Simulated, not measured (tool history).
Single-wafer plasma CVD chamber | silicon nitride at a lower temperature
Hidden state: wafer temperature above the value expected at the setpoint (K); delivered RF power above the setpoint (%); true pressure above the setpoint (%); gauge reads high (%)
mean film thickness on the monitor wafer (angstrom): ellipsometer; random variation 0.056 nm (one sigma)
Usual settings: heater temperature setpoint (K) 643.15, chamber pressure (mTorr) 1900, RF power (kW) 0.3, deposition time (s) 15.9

run	hour	heater temperature setpoint (K)	chamber pressure (mTorr)	RF power (kW)	deposition time (s)	wafers since the last listed run	hours since the last thermocouple change	hours since the last RF generator calibration	hours since the last manometer calibration	hours since the showerhead was replaced	hours since the gauge calibration	read-back reference wafer on the same gauge, thickness_nm	mean film thickness on the monitor wafer (angstrom)
1	0	643.15	1900	0.3	14.9	0	1139.2	162.4	6.2	59	714.3	16.693	158.82
2	17.8	643.15	1900	0.3	14.9	577	1157	180.2	24	76.8	732.1	16.694	158.89
3	53.2	643.15	1900	0.3	15.9	1147	1192.4	215.6	59.4	112.2	767.5	16.69	170.26
4	77.7	643.15	1900	0.3	15.9	794	1216.9	240.1	83.9	136.7	792	16.7	169.86
5	97.6	638.15	2050	0.25	18	645	1236.8	260	103.8	156.6	811.9	16.703	182.52
6	131.7	643.15	1900	0.3	15.9	1105	1270.9	294.1	137.9	190.7	846	16.694	169.91
7	150.1	643.15	1900	0.3	15.9	596	1289.3	312.5	156.3	209.1	864.4	16.701	169.52
8	181	632.15	1900	0.24	15.9	1001	1320.2	343.4	187.2	240	895.3	16.699	155.59
9	214	643.15	1900	0.3	15.9	1069	1353.2	376.4	220.2	273	928.3	16.696	170.05
# hour 216.3: gauge calibrated
10	233.8	643.15	1680	0.3	15.9	641	1373	396.2	240	292.8	17.5	16.697	164.35
11	259.3	643.15	1900	0.3	15.9	826	1398.5	421.7	265.5	318.3	43	16.69	169.57
12	284.8	643.15	1900	0.3	15.9	826	1424	447.2	291	343.8	68.5	16.698	170.92
13	308	655.15	1900	0.3	15.9	752	1447.2	470.4	314.2	367	91.7	16.702	168.82
14	342.7	643.15	1900	0.3	15.9	1125	1481.9	505.1	348.9	401.7	126.4	16.711	170.69
15	365.7	657.15	2070	0.3	14.5	745	1504.9	528.1	371.9	424.7	149.4	16.696	157.98
16	378.4	651.15	1560	0.3	15.9	411	1517.6	540.8	384.6	437.4	162.1	16.695	160.75
# hour 390.5: thermocouple changed; heater temperature recalibrated
17	409.8	637.15	1900	0.3	15.9	758	19.3	572.2	416	468.8	193.5	16.693	170.15
18	440.7	632.15	1900	0.3	15.9	1001	50.2	603.1	446.9	499.7	224.4	16.696	170.78
19	465.2	643.15	1900	0.3	18.4	794	74.7	627.6	471.4	524.2	248.9	16.692	196.54
20	481	643.15	2340	0.24	15.9	512	90.5	643.4	487.2	540	264.7	16.703	164.72
21	500.8	643.15	1900	0.3	16.7	641	110.3	663.2	507	559.8	284.5	16.706	177.81
22	529.8	650.15	2260	0.28	13.9	940	139.3	692.2	536	588.8	313.5	16.706	151.67
23	545.2	636.15	1770	0.265	14.7	499	154.7	707.6	551.4	604.2	328.9	16.698	146.12
24	560.6	643.15	1900	0.3	15.9	499	170.1	723	566.8	619.6	344.3	16.708	171.42
# hour 582.4: RF generator calibrated
25	582.9	643.15	1900	0.3	15	463	192.4	0.5	589.1	641.9	366.6	16.699	166.08
26	599.6	643.15	1750	0.265	17	541	209.1	17.2	605.8	658.6	383.3	16.7	173.13
27	621.5	639.15	2200	0.35	15.9	710	231	39.1	627.7	680.5	405.2	16.707	194.78
28	644.6	643.15	1900	0.3	15.9	748	254.1	62.2	650.8	703.6	428.3	16.691	174.21
29	669.7	632.15	1900	0.35	15.9	813	279.2	87.3	675.9	728.7	453.4	16.708	186.77

The tool's hidden state at each run:
wafer temperature above the value expected at the setpoint (K): 0 in every run
gauge reads high (%): 0 in every run
H1: delivered RF power above the setpoint (%)
H2: true pressure above the setpoint (%)
run	H1	H2
1	-3.55	0.579
2	-3.8	1.03
3	-4.26	1.87
4	-4.55	2.39
5	-4.77	2.79
6	-5.11	3.41
7	-5.27	3.72
8	-5.53	4.2
9	-5.77	4.66
10	-5.9	4.92
11	-6.06	5.22
12	-6.2	5.5
13	-6.32	5.74
14	-6.49	6.07
15	-6.58	6.26
16	-6.63	6.36
17	-6.75	6.6
18	-6.85	6.81
19	-6.92	6.96
20	-6.97	7.05
21	-7.02	7.16
22	-7.09	7.31
23	-7.12	7.38
24	-7.15	7.45
25	-0.976	7.55
26	-1.4	7.61
27	-1.93	7.7
28	-2.43	7.78
29	-2.94	7.86
